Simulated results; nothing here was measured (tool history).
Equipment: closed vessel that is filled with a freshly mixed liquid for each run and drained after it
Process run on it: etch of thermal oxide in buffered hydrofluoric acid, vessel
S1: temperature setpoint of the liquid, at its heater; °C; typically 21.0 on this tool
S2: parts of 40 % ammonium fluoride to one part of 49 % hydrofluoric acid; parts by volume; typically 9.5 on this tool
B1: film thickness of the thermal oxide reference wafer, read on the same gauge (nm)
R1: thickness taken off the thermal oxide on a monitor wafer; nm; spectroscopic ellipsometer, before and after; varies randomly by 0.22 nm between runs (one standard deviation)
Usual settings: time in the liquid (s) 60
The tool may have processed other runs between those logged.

run 1 hour=0.0 | S1=21.0 S2=9.5 time_in_the_liquid_(s)=80 | B1=40.03 | R1=83.17
run 2 hour=31.0 | S1=21.0 S2=8.0 time_in_the_liquid_(s)=60 | B1=39.99 | R1=73.29
run 3 hour=97.4 | S1=21.0 S2=8.0 time_in_the_liquid_(s)=60 | B1=39.97 | R1=73.04
run 4 hour=147.6 | S1=21.0 S2=9.5 time_in_the_liquid_(s)=60 | B1=39.98 | R1=62.17
run 5 hour=174.0 | S1=21.0 S2=9.5 time_in_the_liquid_(s)=60 | B1=39.96 | R1=62.79
run 6 hour=202.4 | S1=21.0 S2=9.5 time_in_the_liquid_(s)=60 | B1=40.01 | R1=62.97
run 7 hour=233.0 | S1=21.0 S2=9.5 time_in_the_liquid_(s)=60 | B1=39.98 | R1=62.64
run 8 hour=376.3 | S1=21.0 S2=9.5 time_in_the_liquid_(s)=60 | B1=39.99 | R1=62.71
run 9 hour=404.9 | S1=21.0 S2=9.5 time_in_the_liquid_(s)=60 | B1=39.99 | R1=62.72
run 10 hour=447.6 | S1=21.0 S2=9.5 time_in_the_liquid_(s)=60 | B1=40.01 | R1=63.09
run 11 hour=486.2 | S1=21.0 S2=9.5 time_in_the_liquid_(s)=60 | B1=40.03 | R1=63.05
run 12 hour=529.0 | S1=21.0 S2=9.5 time_in_the_liquid_(s)=60 | B1=40.00 | R1=62.69
-- hour=530.6 gauge calibrated
run 13 hour=595.7 | S1=21.0 S2=9.5 time_in_the_liquid_(s)=60 | B1=39.98 | R1=62.88
run 14 hour=626.4 | S1=21.0 S2=9.5 time_in_the_liquid_(s)=60 | B1=39.97 | R1=63.14
-- hour=690.6 thermometer replaced
run 15 hour=697.0 | S1=21.0 S2=9.5 time_in_the_liquid_(s)=70 | B1=39.99 | R1=71.49
run 16 hour=759.7 | S1=21.0 S2=9.5 time_in_the_liquid_(s)=60 | B1=39.98 | R1=61.85
run 17 hour=814.4 | S1=21.0 S2=12.0 time_in_the_liquid_(s)=60 | B1=40.03 | R1=49.69
run 18 hour=884.7 | S1=22.5 S2=9.5 time_in_the_liquid_(s)=35 | B1=39.96 | R1=39.23
run 19 hour=948.3 | S1=22.5 S2=12.0 time_in_the_liquid_(s)=60 | B1=39.97 | R1=54.70
run 20 hour=985.1 | S1=19.5 S2=12.0 time_in_the_liquid_(s)=30 | B1=40.02 | R1=23.01
-- hour=1014.0 hydrofluoric acid flow meter replaced
run 21 hour=1015.8 | S1=23.5 S2=9.5 time_in_the_liquid_(s)=60 | B1=39.99 | R1=70.82
run 22 hour=1054.4 | S1=21.0 S2=9.5 time_in_the_liquid_(s)=85 | B1=39.98 | R1=87.49
run 23 hour=1094.9 | S1=21.0 S2=11.0 time_in_the_liquid_(s)=30 | B1=39.99 | R1=27.42
run 24 hour=1150.8 | S1=21.0 S2=9.5 time_in_the_liquid_(s)=60 | B1=40.02 | R1=61.77
run 25 hour=1183.5 | S1=21.0 S2=7.5 time_in_the_liquid_(s)=85 | B1=39.98 | R1=110.91

For run 26, what comes out?
run 26 hour=1238.6 | S1=21.0 S2=9.5 time_in_the_liquid_(s)=60 | B1=? | R1=?

B1: 40.02
R1: 62.11 nm
Minus the tool's unlogged condition, the same run would have read R1 61.42 nm.
